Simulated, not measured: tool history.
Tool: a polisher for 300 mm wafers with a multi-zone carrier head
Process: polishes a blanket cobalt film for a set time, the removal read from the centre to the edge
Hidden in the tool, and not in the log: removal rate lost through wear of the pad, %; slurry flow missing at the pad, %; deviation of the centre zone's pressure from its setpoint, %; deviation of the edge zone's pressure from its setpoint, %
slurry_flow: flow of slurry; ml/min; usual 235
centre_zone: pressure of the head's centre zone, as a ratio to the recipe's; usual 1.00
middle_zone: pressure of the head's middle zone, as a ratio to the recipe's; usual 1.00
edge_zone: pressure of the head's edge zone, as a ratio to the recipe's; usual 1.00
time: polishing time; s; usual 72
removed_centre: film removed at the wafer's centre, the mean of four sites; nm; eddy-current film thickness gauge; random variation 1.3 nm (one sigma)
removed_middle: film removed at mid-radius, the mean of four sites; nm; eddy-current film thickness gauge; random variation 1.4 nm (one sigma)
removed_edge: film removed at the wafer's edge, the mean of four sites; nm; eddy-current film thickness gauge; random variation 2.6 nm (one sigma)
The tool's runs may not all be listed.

| run | hour | slurry_flow | centre_zone | middle_zone | edge_zone | time | wafers since the last listed run | wafers polished on this pad | hours since the slurry nozzle was cleaned | hours since the centre zone pressure was calibrated | hours since the edge zone pressure was calibrated | hours since the carrier head's membrane was replaced | incoming thickness of the incoming film, nm | removed_centre | removed_middle | removed_edge |
|---|---|---|---|---|---|---|---|---|---|---|---|---|---|---|---|---|
| 1 | 0.0 | 235 | 1.00 | 0.95 | 1.00 | 77 | 0 | 404 | 447.9 | 685.1 | 252.6 | 731.9 | 1417.6 | 175.8 | 171.5 | 176.9 |
| 2 | 26.4 | 235 | 1.00 | 1.00 | 1.00 | 72 | 367 | 772 | 474.3 | 711.5 | 279.0 | 758.3 | 1447.8 | 160.0 | 163.5 | 164.5 |
|  | 83.3 | worn pad replaced by a new one |
| 3 | 129.0 | 235 | 1.00 | 1.00 | 1.00 | 72 | 1372 | 636 | 576.9 | 814.1 | 381.6 | 860.9 | 1446.8 | 158.8 | 166.4 | 164.4 |
| 4 | 164.5 | 235 | 1.00 | 1.00 | 1.00 | 72 | 494 | 1130 | 612.4 | 849.6 | 417.1 | 896.4 | 1438.5 | 157.7 | 162.4 | 166.4 |
| 5 | 182.4 | 235 | 1.06 | 1.00 | 1.00 | 72 | 249 | 1379 | 630.3 | 867.5 | 435.0 | 914.3 | 1436.9 | 167.4 | 163.3 | 165.4 |
|  | 194.7 | worn pad replaced by a new one |
|  | 203.5 | carrier head's membrane replaced by a new one |
| 6 | 214.9 | 235 | 1.06 | 1.00 | 1.00 | 72 | 327 | 211 | 662.8 | 900.0 | 467.5 | 11.4 | 1421.5 | 174.2 | 168.7 | 173.5 |
| 7 | 245.3 | 235 | 1.00 | 1.00 | 1.00 | 72 | 423 | 635 | 693.2 | 930.4 | 497.9 | 41.8 | 1424.1 | 161.8 | 163.8 | 162.8 |
|  | 261.3 | slurry nozzle cleaned |
| 8 | 279.5 | 235 | 1.00 | 1.00 | 0.94 | 72 | 462 | 1097 | 18.2 | 964.6 | 532.1 | 76.0 | 1402.0 | 159.5 | 162.8 | 155.0 |
| 9 | 306.0 | 235 | 1.00 | 1.00 | 1.00 | 72 | 368 | 1466 | 44.7 | 991.1 | 558.6 | 102.5 | 1395.9 | 157.2 | 159.3 | 160.0 |
|  | 319.2 | worn pad replaced by a new one |
| 10 | 319.7 | 235 | 1.05 | 1.00 | 1.10 | 72 | 135 | 7 | 58.4 | 1004.8 | 572.3 | 116.2 | 1427.4 | 181.9 | 173.7 | 188.6 |
|  | 321.8 | edge zone pressure recalibrated |
| 11 | 343.6 | 155 | 1.00 | 1.11 | 0.93 | 61 | 304 | 312 | 82.3 | 1028.7 | 21.8 | 140.1 | 1409.0 | 127.5 | 143.3 | 129.3 |
|  | 355.5 | centre zone pressure recalibrated |
| 12 | 362.1 | 205 | 1.12 | 0.95 | 0.94 | 72 | 229 | 541 | 100.8 | 6.6 | 40.3 | 158.6 | 1395.1 | 173.9 | 153.0 | 159.1 |
| 13 | 389.8 | 235 | 1.00 | 0.90 | 0.93 | 91 | 385 | 927 | 128.5 | 34.3 | 68.0 | 186.3 | 1439.3 | 198.5 | 186.2 | 192.2 |
|  | 417.0 | worn pad replaced by a new one |
| 14 | 470.9 | 235 | 1.11 | 1.12 | 0.92 | 72 | 1073 | 751 | 209.6 | 115.4 | 149.1 | 267.4 | 1419.1 | 180.7 | 179.6 | 160.6 |
| 15 | 499.0 | 165 | 1.00 | 1.00 | 0.93 | 72 | 391 | 1142 | 237.7 | 143.5 | 177.2 | 295.5 | 1398.1 | 149.2 | 151.7 | 146.5 |
|  | 526.1 | worn pad replaced by a new one |
| 16 | 534.8 | 235 | 1.00 | 1.00 | 1.00 | 72 | 442 | 121 | 273.5 | 179.3 | 213.0 | 331.3 | 1437.7 | 164.9 | 168.5 | 172.6 |
| 17 | 555.7 | 235 | 1.07 | 1.09 | 1.00 | 72 | 291 | 412 | 294.4 | 200.2 | 233.9 | 352.2 | 1443.5 | 173.3 | 175.6 | 168.8 |

Forecast each of these 5 alternatives for the next run:
| A | 556.1 | 235 | 1.00 | 0.90 | 1.00 | 72 | 5 | 417 | 294.8 | 200.6 | 234.3 | 352.6 | 1406.2 | ? | ? | ? |
| B | 556.1 | 300 | 0.94 | 1.08 | 0.95 | 72 | 5 | 417 | 294.8 | 200.6 | 234.3 | 352.6 | 1406.2 | ? | ? | ? |
| C | 556.1 | 235 | 1.00 | 1.00 | 0.94 | 57 | 5 | 417 | 294.8 | 200.6 | 234.3 | 352.6 | 1406.2 | ? | ? | ? |
| D | 556.1 | 235 | 1.07 | 1.00 | 1.00 | 83 | 5 | 417 | 294.8 | 200.6 | 234.3 | 352.6 | 1406.2 | ? | ? | ? |
| E | 556.1 | 280 | 1.00 | 1.05 | 1.00 | 85 | 5 | 417 | 294.8 | 200.6 | 234.3 | 352.6 | 1406.2 | ? | ? | ? |

| run | removed_centre | removed_middle | removed_edge |
|---|---|---|---|
| A | 162.7 | 152.5 | 165.1 |
| B | 158.0 | 183.1 | 164.3 |
| C | 128.9 | 131.9 | 126.7 |
| D | 200.9 | 191.9 | 190.1 |
| E | 196.9 | 209.4 | 197.7 |
Without the tool's hidden state the same runs would have given:
| run | removed_centre | removed_middle | removed_edge |
|---|---|---|---|
| A | 174.5 | 163.5 | 177.0 |
| B | 169.5 | 196.3 | 176.2 |
| C | 138.2 | 141.4 | 135.9 |
| D | 215.5 | 205.8 | 203.8 |
| E | 211.2 | 224.5 | 212.0 |

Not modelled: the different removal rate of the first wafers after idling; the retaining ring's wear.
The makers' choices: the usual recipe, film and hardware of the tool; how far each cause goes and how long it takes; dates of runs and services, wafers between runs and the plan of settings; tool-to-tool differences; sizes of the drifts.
